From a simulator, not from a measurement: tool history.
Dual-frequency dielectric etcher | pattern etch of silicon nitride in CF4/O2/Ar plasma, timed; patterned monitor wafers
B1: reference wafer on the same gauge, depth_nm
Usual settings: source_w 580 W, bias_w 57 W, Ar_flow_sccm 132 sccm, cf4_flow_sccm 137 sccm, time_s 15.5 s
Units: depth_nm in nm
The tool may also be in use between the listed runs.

{"run": 1, "day": 0.0, "source_w": 580, "bias_w": 57, "Ar_flow_sccm": 148, "cf4_flow_sccm": 137, "time_s": 15.5, "B1": 44.11, "depth_nm": 37.44}
{"day": 2.3, "done": "gauge calibrated"}
{"run": 2, "day": 4.258, "source_w": 580, "bias_w": 57, "Ar_flow_sccm": 132, "cf4_flow_sccm": 137, "time_s": 13.0, "B1": 44.18, "depth_nm": 31.36}
{"day": 7.7, "done": "upper electrode replaced, of another model than before"}
{"run": 3, "day": 7.721, "source_w": 580, "bias_w": 57, "Ar_flow_sccm": 132, "cf4_flow_sccm": 149, "time_s": 15.5, "B1": 44.22, "depth_nm": 38.75}
{"run": 4, "day": 10.067, "source_w": 580, "bias_w": 57, "Ar_flow_sccm": 132, "cf4_flow_sccm": 149, "time_s": 15.5, "B1": 44.26, "depth_nm": 39.02}
{"run": 5, "day": 13.717, "source_w": 580, "bias_w": 57, "Ar_flow_sccm": 132, "cf4_flow_sccm": 149, "time_s": 15.5, "B1": 44.16, "depth_nm": 39.63}
{"day": 15.488, "done": "wet clean of the chamber"}
{"day": 15.579, "done": "CF4 flow controller replaced"}
{"run": 6, "day": 16.25, "source_w": 580, "bias_w": 57, "Ar_flow_sccm": 132, "cf4_flow_sccm": 137, "time_s": 15.5, "B1": 44.2, "depth_nm": 37.01}
{"run": 7, "day": 18.883, "source_w": 580, "bias_w": 57, "Ar_flow_sccm": 132, "cf4_flow_sccm": 137, "time_s": 15.5, "B1": 44.21, "depth_nm": 37.54}
{"run": 8, "day": 22.096, "source_w": 710, "bias_w": 51, "Ar_flow_sccm": 132, "cf4_flow_sccm": 137, "time_s": 11.0, "B1": 44.18, "depth_nm": 27.52}
{"day": 23.446, "done": "Ar flow controller replaced"}
{"run": 9, "day": 26.429, "source_w": 480, "bias_w": 45, "Ar_flow_sccm": 132, "cf4_flow_sccm": 104, "time_s": 17.0, "B1": 44.21, "depth_nm": 35.43}
{"run": 10, "day": 29.175, "source_w": 500, "bias_w": 66, "Ar_flow_sccm": 132, "cf4_flow_sccm": 149, "time_s": 18.0, "B1": 44.24, "depth_nm": 44.79}
{"run": 11, "day": 31.433, "source_w": 580, "bias_w": 57, "Ar_flow_sccm": 132, "cf4_flow_sccm": 137, "time_s": 15.5, "B1": 44.15, "depth_nm": 37.77}
{"day": 32.633, "done": "source power generator calibrated"}
{"run": 12, "day": 33.412, "source_w": 580, "bias_w": 67, "Ar_flow_sccm": 158, "cf4_flow_sccm": 137, "time_s": 15.5, "B1": 44.18, "depth_nm": 39.9}
{"day": 35.833, "done": "wet clean of the chamber"}
{"day": 36.925, "done": "bias power generator calibrated"}
{"run": 13, "day": 36.983, "source_w": 580, "bias_w": 57, "Ar_flow_sccm": 132, "cf4_flow_sccm": 126, "time_s": 15.5, "B1": 44.23, "depth_nm": 36.63}
{"run": 14, "day": 40.442, "source_w": 580, "bias_w": 57, "Ar_flow_sccm": 132, "cf4_flow_sccm": 112, "time_s": 15.5, "B1": 44.12, "depth_nm": 36.58}
{"run": 15, "day": 44.829, "source_w": 580, "bias_w": 57, "Ar_flow_sccm": 103, "cf4_flow_sccm": 103, "time_s": 19.0, "B1": 44.21, "depth_nm": 45.16}
{"day": 44.967, "done": "gauge calibrated"}
{"run": 16, "day": 46.542, "source_w": 580, "bias_w": 57, "Ar_flow_sccm": 132, "cf4_flow_sccm": 137, "time_s": 15.5, "B1": 44.19, "depth_nm": 38.69}
{"run": 17, "day": 48.388, "source_w": 500, "bias_w": 66, "Ar_flow_sccm": 120, "cf4_flow_sccm": 112, "time_s": 15.5, "B1": 44.21, "depth_nm": 37.64}
{"run": 18, "day": 52.025, "source_w": 490, "bias_w": 57, "Ar_flow_sccm": 148, "cf4_flow_sccm": 137, "time_s": 15.5, "B1": 44.18, "depth_nm": 37.18}
{"day": 54.25, "done": "wet clean of the chamber"}
{"run": 19, "day": 54.312, "source_w": 580, "bias_w": 50, "Ar_flow_sccm": 110, "cf4_flow_sccm": 137, "time_s": 15.5, "B1": 44.14, "depth_nm": 36.6}
{"run": 20, "day": 57.929, "source_w": 470, "bias_w": 57, "Ar_flow_sccm": 145, "cf4_flow_sccm": 116, "time_s": 12.0, "B1": 44.21, "depth_nm": 26.81}
{"run": 21, "day": 64.933, "source_w": 580, "bias_w": 60, "Ar_flow_sccm": 132, "cf4_flow_sccm": 137, "time_s": 15.5, "B1": 44.25, "depth_nm": 38.69}
{"run": 22, "day": 68.742, "source_w": 580, "bias_w": 46, "Ar_flow_sccm": 105, "cf4_flow_sccm": 137, "time_s": 13.5, "B1": 44.21, "depth_nm": 32.43}

3 ways to go on from here, each from the tool as it stands after run 22. What would each give?
{"run": "A", "day": 68.758, "source_w": 580, "bias_w": 57, "Ar_flow_sccm": 132, "cf4_flow_sccm": 121, "time_s": 15.5, "B1": "?", "depth_nm": "?"}
{"run": "B", "day": 68.758, "source_w": 640, "bias_w": 46, "Ar_flow_sccm": 132, "cf4_flow_sccm": 161, "time_s": 15.5, "B1": "?", "depth_nm": "?"}
{"run": "C", "day": 68.758, "source_w": 690, "bias_w": 67, "Ar_flow_sccm": 151, "cf4_flow_sccm": 137, "time_s": 15.5, "B1": "?", "depth_nm": "?"}

run=A B1=44.20 depth_nm=37.71
run=B B1=44.20 depth_nm=38.27
run=C B1=44.20 depth_nm=42.18
Without the tool's hidden state the same runs would have given:
run=A depth_nm=36.43
run=B depth_nm=36.97
run=C depth_nm=40.76
